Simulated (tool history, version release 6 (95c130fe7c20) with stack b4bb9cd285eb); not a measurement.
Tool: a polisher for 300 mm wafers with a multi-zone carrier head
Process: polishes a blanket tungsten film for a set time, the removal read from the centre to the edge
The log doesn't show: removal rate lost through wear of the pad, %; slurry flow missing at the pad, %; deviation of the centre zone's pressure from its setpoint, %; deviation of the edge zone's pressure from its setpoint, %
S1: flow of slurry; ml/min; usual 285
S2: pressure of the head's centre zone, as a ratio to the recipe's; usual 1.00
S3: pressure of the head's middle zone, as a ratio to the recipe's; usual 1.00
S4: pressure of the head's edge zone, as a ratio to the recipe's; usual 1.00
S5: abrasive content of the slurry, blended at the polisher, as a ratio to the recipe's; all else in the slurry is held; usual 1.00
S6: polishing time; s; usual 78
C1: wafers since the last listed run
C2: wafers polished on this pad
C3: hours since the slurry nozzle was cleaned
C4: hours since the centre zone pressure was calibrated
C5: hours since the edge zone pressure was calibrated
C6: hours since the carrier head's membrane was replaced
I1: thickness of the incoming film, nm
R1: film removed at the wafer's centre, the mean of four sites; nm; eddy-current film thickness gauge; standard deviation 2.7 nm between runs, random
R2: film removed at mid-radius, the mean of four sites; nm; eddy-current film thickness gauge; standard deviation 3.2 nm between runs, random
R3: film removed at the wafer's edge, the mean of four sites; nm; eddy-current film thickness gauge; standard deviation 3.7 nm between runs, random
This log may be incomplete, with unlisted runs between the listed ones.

Run 1, hour 0.0: usual settings; C1 0; C2 621; C3 592.2; C4 793.5; C5 151.6; C6 665.6; I1 1245.2. Result: R1 274.1 nm, R2 266.4 nm, R3 269.5 nm.
At hour 9.0: centre zone pressure recalibrated.
At hour 81.9: carrier head's membrane replaced by a new one.
Run 2, hour 98.7: usual settings; C1 750; C2 1371; C3 690.9; C4 89.7; C5 250.3; C6 16.8; I1 1251.1. Result: R1 261.9 nm, R2 256.2 nm, R3 265.0 nm.
At hour 152.1: slurry nozzle cleaned.
Run 3, hour 172.3: usual settings; C1 593; C2 1965; C3 20.2; C4 163.3; C5 323.9; C6 90.4; I1 1251.9. Result: R1 278.0 nm, R2 276.4 nm, R3 273.5 nm.
Run 4, hour 264.2: usual settings; C1 751; C2 2717; C3 112.1; C4 255.2; C5 415.8; C6 182.3; I1 1255.0. Result: R1 279.3 nm, R2 279.1 nm, R3 276.2 nm.
At hour 296.7: edge zone pressure recalibrated.
At hour 298.0: worn pad replaced by a new one.
Run 5, hour 369.7: usual settings; C1 836; C2 586; C3 217.6; C4 360.7; C5 73.0; C6 287.8; I1 1238.4. Result: R1 280.0 nm, R2 272.9 nm, R3 274.0 nm.
Run 6, hour 572.1: usual settings; C1 1655; C2 2242; C3 420.0; C4 563.1; C5 275.4; C6 490.2; I1 1217.5. Result: R1 275.5 nm, R2 270.3 nm, R3 270.3 nm.
At hour 587.8: worn pad replaced by a new one.
Run 7, hour 659.8: usual settings; C1 684; C2 589; C3 507.7; C4 650.8; C5 363.1; C6 577.9; I1 1241.4. Result: R1 274.8 nm, R2 271.8 nm, R3 268.0 nm.
At hour 682.6: edge zone pressure recalibrated.
At hour 710.1: centre zone pressure recalibrated.
Run 8, hour 717.8: usual settings; C1 441; C2 1031; C3 565.7; C4 7.7; C5 35.2; C6 635.9; I1 1250.1. Result: R1 272.4 nm, R2 270.0 nm, R3 268.5 nm.
At hour 773.0: slurry nozzle cleaned.
Run 9, hour 867.1: usual settings; C1 1213; C2 2244; C3 94.1; C4 157.0; C5 184.5; C6 785.2; I1 1237.6. Result: R1 277.4 nm, R2 277.3 nm, R3 279.0 nm.
Run 10, hour 912.3: usual settings; C1 369; C2 2613; C3 139.3; C4 202.2; C5 229.7; C6 830.4; I1 1236.1. Result: R1 275.0 nm, R2 276.0 nm, R3 273.3 nm.
At hour 933.6: carrier head's membrane replaced by a new one.
At hour 941.7: worn pad replaced by a new one.
Run 11, hour 1015.2: usual settings but S5 1.20, S6 59 s; C1 768; C2 601; C3 242.2; C4 305.1; C5 332.6; C6 81.6; I1 1252.5. Result: R1 212.8 nm, R2 211.5 nm, R3 209.7 nm.
At hour 1024.8: edge zone pressure recalibrated.
Run 12, hour 1058.6: usual settings but S3 0.88, S6 95 s; C1 338; C2 940; C3 285.6; C4 348.5; C5 33.8; C6 125.0; I1 1244.4. Result: R1 334.6 nm, R2 297.7 nm, R3 332.1 nm.
Run 13, hour 1107.5: usual settings but S2 0.90, S6 57 s; C1 400; C2 1340; C3 334.5; C4 397.4; C5 82.7; C6 173.9; I1 1243.0. Result: R1 180.1 nm, R2 201.4 nm, R3 199.1 nm.
Run 14, hour 1207.7: usual settings; C1 819; C2 2159; C3 434.7; C4 497.6; C5 182.9; C6 274.1; I1 1239.4. Result: R1 270.1 nm, R2 271.7 nm, R3 264.0 nm.
At hour 1225.6: worn pad replaced by a new one.
Run 15, hour 1313.9: usual settings but S4 1.12, S5 1.15; C1 836; C2 722; C3 540.9; C4 603.8; C5 289.1; C6 380.3; I1 1241.4. Result: R1 270.8 nm, R2 264.3 nm, R3 285.0 nm.
Run 16, hour 1383.5: usual settings but S5 0.80; C1 569; C2 1291; C3 610.5; C4 673.4; C5 358.7; C6 449.9; I1 1248.9. Result: R1 257.7 nm, R2 258.9 nm, R3 252.0 nm.
At hour 1414.4: centre zone pressure recalibrated.
Run 17, hour 1423.6: usual settings; C1 311; C2 1603; C3 650.6; C4 9.2; C5 398.8; C6 490.0; I1 1216.6. Result: R1 265.0 nm, R2 258.5 nm, R3 260.0 nm.
At hour 1481.1: edge zone pressure recalibrated.
Run 18, hour 1496.3: usual settings; C1 578; C2 2181; C3 723.3; C4 81.9; C5 15.2; C6 562.7; I1 1250.8. Result: R1 250.4 nm, R2 256.7 nm, R3 259.2 nm.
At hour 1517.5: worn pad replaced by a new one.
At hour 1542.8: slurry nozzle cleaned.
Run 19, hour 1549.5: usual settings but S2 1.09; C1 394; C2 253; C3 6.7; C4 135.1; C5 68.4; C6 615.9; I1 1253.9. Result: R1 300.4 nm, R2 275.8 nm, R3 271.1 nm.
Run 20, hour 1585.5: usual settings but S1 335 ml/min, S2 1.03, S6 68 s; C1 294; C2 548; C3 42.7; C4 171.1; C5 104.4; C6 651.9; I1 1218.2. Result: R1 252.8 nm, R2 247.1 nm, R3 242.9 nm.
Run 21, hour 1641.3: usual settings but S1 325 ml/min, S4 0.89, S5 1.25, S6 93 s; C1 456; C2 1004; C3 98.5; C4 226.9; C5 160.2; C6 707.7; I1 1237.8. Result: R1 351.3 nm, R2 335.9 nm, R3 327.1 nm.

Across each entry between runs, compare the hidden state at the last listed run before it with the hidden state at the first listed run after it:
Between runs 1 and 2: centre zone pressure recalibrated (hour 9.0); carrier head's membrane replaced by a new one (hour 81.9)
  slurry flow missing at the pad, %: 32.3 -> 42.7
  measured minus no-state result, R1: -12.1 -> -17.8 nm; R2: -10.6 -> -15.5 nm; R3: -7.9 -> -11.8 nm
Between runs 2 and 3: slurry nozzle cleaned (hour 152.1)
  slurry flow missing at the pad, %: 42.7 -> 3.33
  measured minus no-state result, R1: -17.8 -> -0.9 nm; R2: -15.5 -> -0.9 nm; R3: -11.8 -> -0.6 nm
Between runs 4 and 5: edge zone pressure recalibrated (hour 296.7); worn pad replaced by a new one (hour 298.0)
  slurry flow missing at the pad, %: 4.34 -> 7.21
  measured minus no-state result, R1: -1.2 -> -2.1 nm; R2: -1.1 -> -1.9 nm; R3: -0.8 -> -1.4 nm
Between runs 6 and 7: worn pad replaced by a new one (hour 587.8)
  slurry flow missing at the pad, %: 17.9 -> 24.6
  measured minus no-state result, R1: -5.7 -> -8.5 nm; R2: -5.0 -> -7.4 nm; R3: -3.8 -> -5.5 nm
Between runs 7 and 8: edge zone pressure recalibrated (hour 682.6); centre zone pressure recalibrated (hour 710.1)
  slurry flow missing at the pad, %: 24.6 -> 29.7
  measured minus no-state result, R1: -8.5 -> -10.7 nm; R2: -7.4 -> -9.6 nm; R3: -5.5 -> -7.1 nm
Between runs 8 and 9: slurry nozzle cleaned (hour 773.0)
  slurry flow missing at the pad, %: 29.7 -> 8.52
  measured minus no-state result, R1: -10.7 -> -2.5 nm; R2: -9.6 -> -2.3 nm; R3: -7.1 -> -1.7 nm
Between runs 10 and 11: carrier head's membrane replaced by a new one (hour 933.6); worn pad replaced by a new one (hour 941.7)
  slurry flow missing at the pad, %: 9.39 -> 12.6
  measured minus no-state result, R1: -2.7 -> -3.0 nm; R2: -2.5 -> -2.6 nm; R3: -1.8 -> -2.0 nm
Between runs 11 and 12: edge zone pressure recalibrated (hour 1024.8)
  slurry flow missing at the pad, %: 12.6 -> 14.5
  measured minus no-state result, R1: -3.0 -> -5.5 nm; R2: -2.6 -> -4.3 nm; R3: -2.0 -> -3.7 nm
Between runs 14 and 15: worn pad replaced by a new one (hour 1225.6)
  slurry flow missing at the pad, %: 23.4 -> 31.9
  measured minus no-state result, R1: -7.8 -> -11.9 nm; R2: -7.0 -> -10.4 nm; R3: -5.2 -> -8.3 nm
Between runs 16 and 17: centre zone pressure recalibrated (hour 1414.4)
  slurry flow missing at the pad, %: 38.5 -> 42.7
  measured minus no-state result, R1: -14.9 -> -17.9 nm; R2: -13.3 -> -15.6 nm; R3: -9.6 -> -11.6 nm
Between runs 17 and 18: edge zone pressure recalibrated (hour 1481.1)
  slurry flow missing at the pad, %: 42.7 -> 51
  measured minus no-state result, R1: -17.9 -> -23.1 nm; R2: -15.6 -> -21.0 nm; R3: -11.6 -> -15.5 nm
Between runs 18 and 19: worn pad replaced by a new one (hour 1517.5); slurry nozzle cleaned (hour 1542.8)
  slurry flow missing at the pad, %: 51 -> 2.29
  measured minus no-state result, R1: -23.1 -> -0.7 nm; R2: -21.0 -> -0.5 nm; R3: -15.5 -> -0.4 nm
